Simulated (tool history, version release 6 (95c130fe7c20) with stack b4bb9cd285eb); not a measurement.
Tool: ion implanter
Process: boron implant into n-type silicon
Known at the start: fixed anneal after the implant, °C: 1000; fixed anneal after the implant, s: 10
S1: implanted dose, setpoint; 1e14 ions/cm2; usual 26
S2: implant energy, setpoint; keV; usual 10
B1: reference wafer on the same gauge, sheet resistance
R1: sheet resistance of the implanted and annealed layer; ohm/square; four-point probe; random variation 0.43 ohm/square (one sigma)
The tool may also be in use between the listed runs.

run 1 hour=0 | S1=26 S2=12 | B1=108.41 | R1=99.93
run 2 hour=102.6 | S1=26 S2=12.5 | B1=108.31 | R1=97.31
run 3 hour=143.6 | S1=26 S2=10 | B1=108.18 | R1=110.59
run 4 hour=183.9 | S1=26 S2=10 | B1=108.14 | R1=110.06
run 5 hour=242.5 | S1=26 S2=10 | B1=108.04 | R1=110.13
run 6 hour=281.7 | S1=26 S2=10 | B1=107.94 | R1=110.33
run 7 hour=373.4 | S1=22.68 S2=8 | B1=107.88 | R1=128.4
run 8 hour=413.4 | S1=22.68 S2=8 | B1=107.74 | R1=128.4
run 9 hour=489.2 | S1=26 S2=10 | B1=107.8 | R1=110.26
run 10 hour=578.7 | S1=26 S2=10 | B1=107.71 | R1=110.1
-- hour=659.9 gauge calibrated
run 11 hour=727 | S1=26 S2=10 | B1=109.87 | R1=112.76
-- hour=838.7 extraction supply calibrated
run 12 hour=1014.3 | S1=26 S2=10 | B1=109.88 | R1=112.66
-- hour=1042.3 Faraday cup replaced and dose calibrated
run 13 hour=1082.5 | S1=26 S2=10 | B1=109.84 | R1=112.44
run 14 hour=1160.7 | S1=26 S2=10 | B1=109.84 | R1=112.64
run 15 hour=1248.3 | S1=30.5 S2=7 | B1=109.78 | R1=137.37
run 16 hour=1300.4 | S1=30.5 S2=7 | B1=109.78 | R1=136.29
run 17 hour=1395.4 | S1=30.5 S2=7 | B1=109.65 | R1=137.58
run 18 hour=1449.8 | S1=29.81 S2=6.5 | B1=109.74 | R1=144.19
run 19 hour=1553.4 | S1=31.84 S2=11.5 | B1=109.6 | R1=100.59
run 20 hour=1618.2 | S1=30.85 S2=7.5 | B1=109.66 | R1=130.87
run 21 hour=1669.2 | S1=26 S2=8.5 | B1=109.35 | R1=122.54
run 22 hour=1766.2 | S1=26 S2=10 | B1=109.53 | R1=111.13
run 23 hour=1861.4 | S1=26 S2=10 | B1=109.28 | R1=111.3
run 24 hour=1910.5 | S1=26 S2=10 | B1=109.3 | R1=111.6
run 25 hour=2003.6 | S1=20.39 S2=10 | B1=109.21 | R1=116.37
run 26 hour=2058.4 | S1=30.86 S2=13.5 | B1=109.35 | R1=90.39
run 27 hour=2095.5 | S1=31.2 S2=12.5 | B1=109.3 | R1=94.55
run 28 hour=2207 | S1=26 S2=10 | B1=109.08 | R1=111.97
run 29 hour=2250 | S1=32.75 S2=9 | B1=108.97 | R1=115.31
run 30 hour=2333.6 | S1=31.76 S2=13 | B1=108.93 | R1=92.86
run 31 hour=2417.8 | S1=20.9 S2=10 | B1=108.91 | R1=115.09
run 32 hour=2495.8 | S1=32.65 S2=13 | B1=108.97 | R1=91.87
run 33 hour=2553.9 | S1=26 S2=10 | B1=108.82 | R1=111.42
-- hour=2603.2 Faraday cup replaced and dose calibrated
run 34 hour=2650.9 | S1=32.87 S2=13.5 | B1=108.47 | R1=90.11
run 35 hour=2705.1 | S1=23.39 S2=11 | B1=108.56 | R1=106.91
run 36 hour=2755.1 | S1=20.52 S2=12.5 | B1=108.42 | R1=102.03
run 37 hour=2836.3 | S1=30.31 S2=8 | B1=108.27 | R1=124.77

4 ways to go on from here, each from the tool as it stands after run 37. What would each give?
run A hour=2836.7 | S1=26 S2=11.5 | B1=? | R1=?
run B hour=2836.7 | S1=21.96 S2=13 | B1=? | R1=?
run C hour=2836.7 | S1=23.29 S2=8 | B1=? | R1=?
run D hour=2836.7 | S1=32.79 S2=10 | B1=? | R1=?

run=A B1=108.57 R1=101.8
run=B B1=108.57 R1=98.65
run=C B1=108.57 R1=128.31
run=D B1=108.57 R1=107.7
Without the tool's hidden state the same runs would have given:
run=A R1=103.33
run=B R1=100.13
run=C R1=130.25
run=D R1=109.32
